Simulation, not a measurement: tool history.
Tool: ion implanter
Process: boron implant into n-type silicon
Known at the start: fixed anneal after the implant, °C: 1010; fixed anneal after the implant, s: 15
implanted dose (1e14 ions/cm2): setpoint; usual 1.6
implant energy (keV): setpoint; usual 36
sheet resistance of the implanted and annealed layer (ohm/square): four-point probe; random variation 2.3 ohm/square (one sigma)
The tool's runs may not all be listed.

run   hour  implanted dose (1e14 ions/cm2)  implant energy (keV)  wafers since the last listed run  hours since the last dose calibration  hours since the extraction supply was calibrated  hours since the gauge calibration  read-back reference wafer on the same gauge, sheet resistance  sheet resistance of the implanted and annealed layer (ohm/square)
  1      0                            1.94                    39                                 0                                  195.9                                            4946.5                              202.2                                                         503.52                                                             380.78
  2   13.4                             1.6                    36                               151                                  209.3                                            4959.9                              215.6                                                         504.85                                                             446.71
  3   30.5                             1.6                    42                               193                                  226.4                                              4977                              232.7                                                         504.71                                                             436.91
  4   39.4                             1.6                    42                               100                                  235.3                                            4985.9                              241.6                                                          505.3                                                             434.97
  5   49.2                             1.6                    36                               110                                  245.1                                            4995.7                              251.4                                                         505.42                                                             444.93
  6   64.5                             1.6                    36                               172                                  260.4                                              5011                              266.7                                                         503.37                                                             445.51
  7   71.9                             1.6                    36                                83                                  267.8                                            5018.4                              274.1                                                         503.72                                                                450
  8   89.4                             1.6                    36                               197                                  285.3                                            5035.9                              291.6                                                         503.77                                                             443.14
  9    106                             1.6                    36                               187                                  301.9                                            5052.5                              308.2                                                         503.46                                                             444.62
 10  121.4                             1.6                    36                               173                                  317.3                                            5067.9                              323.6                                                         504.11                                                             449.44
 11  128.6                             1.6                    36                                81                                  324.5                                            5075.1                              330.8                                                         503.47                                                             446.36
 12  139.4                             1.6                    36                               121                                  335.3                                            5085.9                              341.6                                                         504.59                                                             444.09
 13  147.2                             1.6                    36                                88                                  343.1                                            5093.7                              349.4                                                          503.3                                                             445.14
 14  164.3                             1.6                    36                               193                                  360.2                                            5110.8                              366.5                                                         503.03                                                             440.66
 15  175.7                             1.6                    36                               128                                  371.6                                            5122.2                              377.9                                                         504.26                                                             444.29
 16  189.1                            2.01                  45.5                               151                                    385                                            5135.6                              391.3                                                         503.76                                                             360.02
 17    204                             1.6                    25                               168                                  399.9                                            5150.5                              406.2                                                         504.01                                                             463.56
 18  214.9                             1.6                    36                               123                                  410.8                                            5161.4                              417.1                                                         503.43                                                             439.22
 19    224                            1.74                  31.5                               102                                  419.9                                            5170.5                              426.2                                                          504.3                                                             423.47
     224.7  -- gauge calibrated
 20  236.4                            1.94                  40.5                               140                                  432.3                                            5182.9                               11.7                                                         504.01                                                             377.89
 21  252.8                            1.88                  24.5                               185                                  448.7                                            5199.3                               28.1                                                         503.93                                                             409.43
 22  259.8                            1.85                  32.5                                79                                  455.7                                            5206.3                               35.1                                                          504.1                                                             398.94
 23  266.2                             1.6                    36                                72                                  462.1                                            5212.7                               41.5                                                         504.13                                                             440.85
 24  274.2                            1.85                  45.5                                90                                  470.1                                            5220.7                               49.5                                                          503.1                                                             381.16
 25  283.9                            1.85                  27.5                               109                                  479.8                                            5230.4                               59.2                                                         504.36                                                              405.7
     295.6  -- Faraday cup replaced and dose calibrated
 26  298.9                            1.41                    28                                79                                    3.3                                            5245.4                               74.2                                                          503.4                                                             518.24
     307.6  -- extraction supply calibrated
 27  308.1                            2.01                    36                                13                                   12.5                                               0.5                               83.4                                                         503.33                                                             382.06
 28  318.7                             1.6                    36                               119                                   23.1                                              11.1                                 94                                                         503.68                                                             458.22
 29  327.8                             1.6                    36                               102                                   32.2                                              20.2                              103.1                                                         503.86                                                             450.02
 30  344.1                            1.46                  42.5                               184                                   48.5                                              36.5                              119.4                                                         504.69                                                             474.54
 31    357                            1.72                    28                               145                                   61.4                                              49.4                              132.3                                                         503.76                                                             446.72
 32  366.2                             1.6                    36                               103                                   70.6                                              58.6                              141.5                                                         504.62                                                                452
 33  379.7                             1.3                    27                               152                                   84.1                                              72.1                                155                                                         504.64                                                             551.13
 34    387                            1.89                    46                                82                                   91.4                                              79.4                              162.3                                                         503.72                                                              380.4
 35  403.3                             1.6                    36                               184                                  107.7                                              95.7                              178.6                                                         503.83                                                             448.04
 36  418.7                             1.6                    36                               173                                  123.1                                             111.1                                194                                                         502.92                                                             453.86
 37  427.6                             1.6                    36                               100                                    132                                               120                              202.9                                                         503.73                                                              450.2
 38  438.2                            1.38                  26.5                               119                                  142.6                                             130.6                              213.5                                                         503.45                                                             532.64

3 ways to go on from here, each from the tool as it stands after run 38. What would each give?
  A  438.6                             1.6                    36                                 4                                    143                                               131                              213.9                                                              ?                                                                  ?
  B  438.6                             1.4                  44.5                                 4                                    143                                               131                              213.9                                                              ?                                                                  ?
  C  438.6                             1.3                    43                                 4                                    143                                               131                              213.9                                                              ?                                                                  ?

run  read-back reference wafer on the same gauge, sheet resistance  sheet resistance of the implanted and annealed layer (ohm/square)
  A                                                         503.57                                                             452.66
  B                                                         503.57                                                             481.15
  C                                                         503.57                                                             510.24
Without the tool's hidden state the same runs would have given:
run  sheet resistance of the implanted and annealed layer (ohm/square)
  A                                                             450.29
  B                                                             478.72
  C                                                             507.66
